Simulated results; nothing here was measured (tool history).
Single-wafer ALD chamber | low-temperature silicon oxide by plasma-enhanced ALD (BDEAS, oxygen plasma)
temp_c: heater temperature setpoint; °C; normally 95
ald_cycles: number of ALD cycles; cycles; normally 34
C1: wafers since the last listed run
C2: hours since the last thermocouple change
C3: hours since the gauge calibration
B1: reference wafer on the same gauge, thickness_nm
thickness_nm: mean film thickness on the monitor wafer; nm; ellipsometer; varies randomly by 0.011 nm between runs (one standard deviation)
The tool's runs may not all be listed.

{"run": 1, "hour": 0.0, "temp_c": 95, "ald_cycles": 34, "C1": 0, "C2": 931.1, "C3": 144.7, "B1": 4.604, "thickness_nm": 4.38}
{"run": 2, "hour": 12.7, "temp_c": 95, "ald_cycles": 34, "C1": 117, "C2": 943.8, "C3": 157.4, "B1": 4.597, "thickness_nm": 4.405}
{"run": 3, "hour": 25.6, "temp_c": 89, "ald_cycles": 34, "C1": 118, "C2": 956.7, "C3": 170.3, "B1": 4.598, "thickness_nm": 4.497}
{"run": 4, "hour": 37.8, "temp_c": 89, "ald_cycles": 34, "C1": 112, "C2": 968.9, "C3": 182.5, "B1": 4.603, "thickness_nm": 4.472}
{"run": 5, "hour": 44.1, "temp_c": 95, "ald_cycles": 34, "C1": 58, "C2": 975.2, "C3": 188.8, "B1": 4.595, "thickness_nm": 4.421}
{"run": 6, "hour": 61.9, "temp_c": 95, "ald_cycles": 34, "C1": 164, "C2": 993, "C3": 206.6, "B1": 4.589, "thickness_nm": 4.398}
{"run": 7, "hour": 77.2, "temp_c": 95, "ald_cycles": 34, "C1": 140, "C2": 1008.3, "C3": 221.9, "B1": 4.591, "thickness_nm": 4.39}
{"run": 8, "hour": 93.9, "temp_c": 95, "ald_cycles": 34, "C1": 153, "C2": 1025, "C3": 238.6, "B1": 4.585, "thickness_nm": 4.39}
{"run": 9, "hour": 104.9, "temp_c": 95, "ald_cycles": 34, "C1": 101, "C2": 1036, "C3": 249.6, "B1": 4.591, "thickness_nm": 4.393}
{"run": 10, "hour": 119.5, "temp_c": 95, "ald_cycles": 34, "C1": 134, "C2": 1050.6, "C3": 264.2, "B1": 4.579, "thickness_nm": 4.378}
{"run": 11, "hour": 137.4, "temp_c": 88, "ald_cycles": 34, "C1": 164, "C2": 1068.5, "C3": 282.1, "B1": 4.573, "thickness_nm": 4.484}
{"run": 12, "hour": 150.0, "temp_c": 88, "ald_cycles": 34, "C1": 116, "C2": 1081.1, "C3": 294.7, "B1": 4.583, "thickness_nm": 4.473}
{"run": 13, "hour": 160.3, "temp_c": 88, "ald_cycles": 34, "C1": 94, "C2": 1091.4, "C3": 305, "B1": 4.572, "thickness_nm": 4.481}
{"run": 14, "hour": 171.9, "temp_c": 95, "ald_cycles": 34, "C1": 106, "C2": 1103, "C3": 316.6, "B1": 4.572, "thickness_nm": 4.368}
{"run": 15, "hour": 178.3, "temp_c": 95, "ald_cycles": 34, "C1": 58, "C2": 1109.4, "C3": 323, "B1": 4.565, "thickness_nm": 4.368}
{"run": 16, "hour": 189.0, "temp_c": 95, "ald_cycles": 34, "C1": 98, "C2": 1120.1, "C3": 333.7, "B1": 4.563, "thickness_nm": 4.384}
{"run": 17, "hour": 195.1, "temp_c": 84, "ald_cycles": 39, "C1": 56, "C2": 1126.2, "C3": 339.8, "B1": 4.563, "thickness_nm": 5.171}
{"hour": 207.3, "done": "thermocouple changed; heater temperature recalibrated"}
{"run": 18, "hour": 211.4, "temp_c": 84, "ald_cycles": 39, "C1": 76, "C2": 4.1, "C3": 356.1, "B1": 4.569, "thickness_nm": 5.196}
{"run": 19, "hour": 224.8, "temp_c": 99, "ald_cycles": 34, "C1": 123, "C2": 17.5, "C3": 369.5, "B1": 4.56, "thickness_nm": 4.303}
{"run": 20, "hour": 240.7, "temp_c": 103, "ald_cycles": 32, "C1": 146, "C2": 33.4, "C3": 385.4, "B1": 4.552, "thickness_nm": 4.03}
{"run": 21, "hour": 256.5, "temp_c": 95, "ald_cycles": 34, "C1": 145, "C2": 49.2, "C3": 401.2, "B1": 4.554, "thickness_nm": 4.353}
{"run": 22, "hour": 264.3, "temp_c": 88, "ald_cycles": 37, "C1": 71, "C2": 57, "C3": 409, "B1": 4.553, "thickness_nm": 4.843}
{"run": 23, "hour": 278.6, "temp_c": 83, "ald_cycles": 34, "C1": 131, "C2": 71.3, "C3": 423.3, "B1": 4.549, "thickness_nm": 4.513}
{"run": 24, "hour": 284.7, "temp_c": 86, "ald_cycles": 30, "C1": 56, "C2": 77.4, "C3": 429.4, "B1": 4.541, "thickness_nm": 3.952}
{"hour": 293.7, "done": "gauge calibrated"}
{"run": 25, "hour": 295.0, "temp_c": 85, "ald_cycles": 40, "C1": 94, "C2": 87.7, "C3": 1.3, "B1": 4.645, "thickness_nm": 5.397}

Run 26 comes next. What will it give?
{"run": 26, "hour": 311.5, "temp_c": 89, "ald_cycles": 34, "C1": 152, "C2": 104.2, "C3": 17.8, "B1": "?", "thickness_nm": "?"}

{"run 26": {"B1": 4.641, "thickness_nm": 4.542}}
With no hidden state in the tool, this same run would have given thickness_nm 4.541 nm.

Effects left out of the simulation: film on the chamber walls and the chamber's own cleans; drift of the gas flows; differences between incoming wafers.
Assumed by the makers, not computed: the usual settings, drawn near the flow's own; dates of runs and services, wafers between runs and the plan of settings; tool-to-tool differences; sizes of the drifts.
